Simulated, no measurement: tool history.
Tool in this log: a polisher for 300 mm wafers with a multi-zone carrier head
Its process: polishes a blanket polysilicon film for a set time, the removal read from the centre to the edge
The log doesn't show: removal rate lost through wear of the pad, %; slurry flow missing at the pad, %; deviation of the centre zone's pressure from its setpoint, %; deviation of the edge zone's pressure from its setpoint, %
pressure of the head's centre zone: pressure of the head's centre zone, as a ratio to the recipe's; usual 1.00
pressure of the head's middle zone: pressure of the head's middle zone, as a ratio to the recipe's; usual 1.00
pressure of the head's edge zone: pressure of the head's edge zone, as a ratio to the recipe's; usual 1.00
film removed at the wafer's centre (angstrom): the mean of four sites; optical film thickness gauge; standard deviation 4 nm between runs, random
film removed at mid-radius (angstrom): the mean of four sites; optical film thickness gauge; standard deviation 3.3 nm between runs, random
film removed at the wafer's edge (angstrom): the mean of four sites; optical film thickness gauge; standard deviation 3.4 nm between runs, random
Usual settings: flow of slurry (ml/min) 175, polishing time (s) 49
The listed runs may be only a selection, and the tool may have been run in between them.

run,day,flow of slurry (ml/min),pressure of the head's centre zone,pressure of the head's middle zone,pressure of the head's edge zone,polishing time (s),wafers since the last listed run,wafers polished on this pad,hours since the slurry nozzle was cleaned,hours since the centre zone pressure was calibrated,hours since the edge zone pressure was calibrated,hours since the carrier head's membrane was replaced,"incoming thickness of the incoming film, nm",film removed at the wafer's centre (angstrom),film removed at mid-radius (angstrom),film removed at the wafer's edge (angstrom)
1,0.000,175,1.00,1.00,1.00,49,0,5461,595.8,1207.8,626.0,185.5,1268.4,3853,3954,3971
# day 1.033: edge zone pressure recalibrated
2,2.608,175,1.00,1.00,1.08,60,533,5995,658.4,1270.4,37.8,248.1,1250.5,4684,4791,4957
3,5.625,175,1.00,1.00,1.00,49,637,6632,730.8,1342.8,110.2,320.5,1277.1,3834,3873,3865
# day 8.312: worn pad replaced by a new one
4,9.767,175,1.00,1.00,1.08,60,840,307,830.2,1442.2,209.6,419.9,1275.1,4453,4643,4861
# day 12.762: slurry nozzle cleaned
5,14.208,175,1.00,1.11,1.00,49,929,1237,34.7,1548.8,316.2,526.5,1268.4,4037,4379,4065
# day 17.650: centre zone pressure recalibrated
6,18.371,175,1.00,1.00,0.91,33,862,2099,134.6,17.3,416.1,626.4,1248.9,2712,2776,2592
7,20.021,125,1.00,1.00,1.06,41,348,2448,174.2,56.9,455.7,666.0,1261.9,3088,3186,3328
8,21.646,175,1.00,1.00,1.00,49,343,2791,213.2,95.9,494.7,705.0,1261.7,3979,4095,4080
9,26.125,135,1.00,1.00,1.08,49,946,3738,320.7,203.4,602.2,812.5,1264.3,3725,3866,3993
# day 29.271: edge zone pressure recalibrated
# day 36.633: worn pad replaced by a new one
10,36.879,235,1.00,1.00,1.00,60,2219,52,578.8,461.5,182.6,1070.6,1285.1,5081,5095,5044
# day 44.721: slurry nozzle cleaned
# day 46.042: carrier head's membrane replaced by a new one
11,46.992,210,1.00,1.00,1.00,59,2084,2136,54.5,704.2,425.3,22.8,1258.2,4981,5067,4994
12,48.708,160,0.90,0.92,1.06,49,362,2499,95.7,745.4,466.5,64.0,1272.9,3623,3797,4097
13,50.992,215,1.04,0.90,0.91,49,482,2981,150.5,800.2,521.3,118.8,1267.7,4234,3905,3957
14,52.858,175,1.00,0.95,0.96,33,394,3376,195.3,845.0,566.1,163.6,1293.2,2701,2676,2664
15,56.600,190,1.00,1.00,1.00,49,790,4166,285.1,934.8,655.9,253.4,1262.6,4067,4123,4072
16,60.546,230,1.00,0.95,0.96,56,833,5000,379.8,1029.5,750.6,348.1,1268.1,4776,4691,4699
# day 62.200: edge zone pressure recalibrated
# day 64.271: worn pad replaced by a new one
17,64.800,215,0.90,1.00,1.00,49,846,111,481.9,1131.6,62.4,450.2,1258.0,3773,4204,4062
18,68.408,230,1.00,1.00,1.06,49,762,874,568.5,1218.2,149.0,536.8,1296.4,4083,4115,4215
19,71.808,195,1.00,1.00,1.00,49,718,1592,650.1,1299.8,230.6,618.4,1255.6,3960,3997,4005
20,73.708,175,1.00,1.08,0.92,37,401,1994,695.7,1345.4,276.2,664.0,1288.3,2911,3110,2918
21,78.021,175,0.88,1.00,0.90,49,911,2905,799.2,1448.9,379.7,767.5,1265.3,3404,3855,3740
22,82.483,175,1.00,1.00,1.00,49,943,3848,906.3,1556.0,486.8,874.6,1287.3,3647,3713,3750
# day 83.596: centre zone pressure recalibrated
# day 84.954: slurry nozzle cleaned
23,85.425,175,1.08,0.94,1.00,49,595,4443,11.3,43.9,557.4,945.2,1276.2,4283,3929,4053

List, for all runs, the conditions of the tool that the log does not record:
removal rate lost through wear of the pad, %: 0, the same for each run
deviation of the centre zone's pressure from its setpoint, %: 0, the same for each run
deviation of the edge zone's pressure from its setpoint, %: 0, the same for each run
H1: slurry flow missing at the pad, %
run,H1
1,18.6
2,21.7
3,25.8
4,32
5,0.672
6,1.35
7,1.84
8,2.45
9,4.75
10,14.1
11,1.72
12,1.97
13,2.51
14,3.13
15,4.86
16,7.38
17,10.9
18,14.6
19,18.5
20,21
21,27.2
22,34.5
23,2.07
